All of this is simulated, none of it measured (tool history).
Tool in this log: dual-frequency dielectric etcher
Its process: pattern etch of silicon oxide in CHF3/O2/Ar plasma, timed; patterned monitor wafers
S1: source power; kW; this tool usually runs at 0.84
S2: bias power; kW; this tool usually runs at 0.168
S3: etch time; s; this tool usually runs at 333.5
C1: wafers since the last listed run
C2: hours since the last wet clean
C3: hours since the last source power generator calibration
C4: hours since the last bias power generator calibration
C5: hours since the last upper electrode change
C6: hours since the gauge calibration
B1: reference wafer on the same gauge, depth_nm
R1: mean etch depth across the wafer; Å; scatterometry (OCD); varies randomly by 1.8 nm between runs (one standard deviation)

run	day	S1	S2	S3	C1	C2	C3	C4	C5	C6	B1	R1
1	0	0.84	0.168	333.5	0	307.6	1201.4	1507.8	1101.3	1888.9	691.9	7989
2	3.738	0.96	0.143	333.5	374	397.3	1291.1	1597.5	1191	1978.6	692.1	7802
3	5.283	0.84	0.14	333.5	155	434.4	1328.2	1634.6	1228.1	2015.7	691.5	7424
4	6.829	0.84	0.14	333.5	155	471.5	1365.3	1671.7	1265.2	2052.8	692.3	7420
# day 8.896: bias power generator calibrated
5	9.258	0.84	0.168	312.5	226	529.8	1423.6	8.7	1323.5	2111.1	692.1	7486
# day 12.783: wet clean of the chamber
# day 14.708: gauge calibrated
6	18.212	0.84	0.168	312.5	798	130.3	1638.5	223.6	1538.4	84.1	692.5	7483
7	21.125	0.84	0.168	333.5	292	200.2	1708.4	293.5	1608.3	154	692.2	8016
8	24.646	0.84	0.168	333.5	353	284.7	1792.9	378	1692.8	238.5	691.8	8024
9	26.404	0.84	0.168	333.5	176	326.9	1835.1	420.2	1735	280.7	691.5	8002
10	30.896	0.84	0.168	333.5	450	434.7	1942.9	528	1842.8	388.5	691.3	8015
11	34.188	0.84	0.168	333.5	330	513.7	2021.9	607	1921.8	467.5	691.9	7979
12	36.717	0.96	0.168	295.5	253	574.4	2082.6	667.7	1982.5	528.2	691.9	7370
# day 37.858: wet clean of the chamber
13	38.933	0.84	0.136	259	122	25.8	2135.8	720.9	2035.7	581.4	692.4	5702
14	41.483	0.76	0.126	368.5	255	87	2197	782.1	2096.9	642.6	691.8	7687
15	44.388	0.66	0.137	333.5	291	156.7	2266.7	851.8	2166.6	712.3	692.4	6918
16	48.071	0.84	0.202	333.5	369	245.1	2355.1	940.2	2255	800.7	691.9	8607
# day 51.1: upper electrode replaced
17	51.121	0.84	0.168	333.5	205	318.3	2428.3	1013.4	0.5	873.9	691.7	8013
18	52.467	0.75	0.149	333.5	135	350.6	2460.6	1045.7	32.8	906.2	691.5	7383
19	56.204	0.71	0.149	293.5	374	440.3	2550.3	1135.4	122.5	995.9	692.3	6422
20	59.771	1.01	0.168	333.5	357	525.9	2635.9	1221	208.1	1081.5	692.2	8384
21	63.638	0.84	0.168	333.5	387	618.7	2728.7	1313.8	300.9	1174.3	692.2	8017
# day 64.662: source power generator calibrated
22	67.258	0.77	0.154	333.5	346	705.6	62.3	1400.7	387.8	1261.2	692	7545
# day 70.292: wet clean of the chamber
23	71.533	0.84	0.168	333.5	328	29.8	164.9	1503.3	490.4	1363.8	691.8	8023
24	74.312	0.84	0.168	333.5	278	96.5	231.6	1570	557.1	1430.5	691.4	8003
25	83.329	0.72	0.154	432.5	904	312.9	448	1786.4	773.5	1646.9	692	9646
# day 86.312: bias power generator calibrated
26	92.004	0.76	0.184	420.5	853	521.1	656.2	136.6	981.7	1855.1	692.2	10236
27	95.954	0.95	0.168	333.5	396	615.9	751	231.4	1076.5	1949.9	692.2	8259
28	100.429	0.91	0.155	303	448	723.3	858.4	338.8	1183.9	2057.3	692.1	7185
# day 102.033: wet clean of the chamber
29	102.804	0.77	0.154	333.5	137	18.5	915.4	395.8	1240.9	2114.3	692.5	7530

Each row is a separate what-if for the run after 29, all from the same tool condition, not one after another. Results?
A	102.825	0.84	0.168	333.5	2	19	915.9	396.3	1241.4	2114.8	?	?
B	102.825	0.84	0.141	333.5	2	19	915.9	396.3	1241.4	2114.8	?	?
C	102.825	0.74	0.168	333.5	2	19	915.9	396.3	1241.4	2114.8	?	?
D	102.825	1.01	0.201	333.5	2	19	915.9	396.3	1241.4	2114.8	?	?

run	B1	R1
A	692.1	8000
B	692.1	7443
C	692.1	7751
D	692.1	9035
Stripped of hidden state, with their random variation kept, the same runs would have yielded:
run	R1
A	8000
B	7443
C	7751
D	9035

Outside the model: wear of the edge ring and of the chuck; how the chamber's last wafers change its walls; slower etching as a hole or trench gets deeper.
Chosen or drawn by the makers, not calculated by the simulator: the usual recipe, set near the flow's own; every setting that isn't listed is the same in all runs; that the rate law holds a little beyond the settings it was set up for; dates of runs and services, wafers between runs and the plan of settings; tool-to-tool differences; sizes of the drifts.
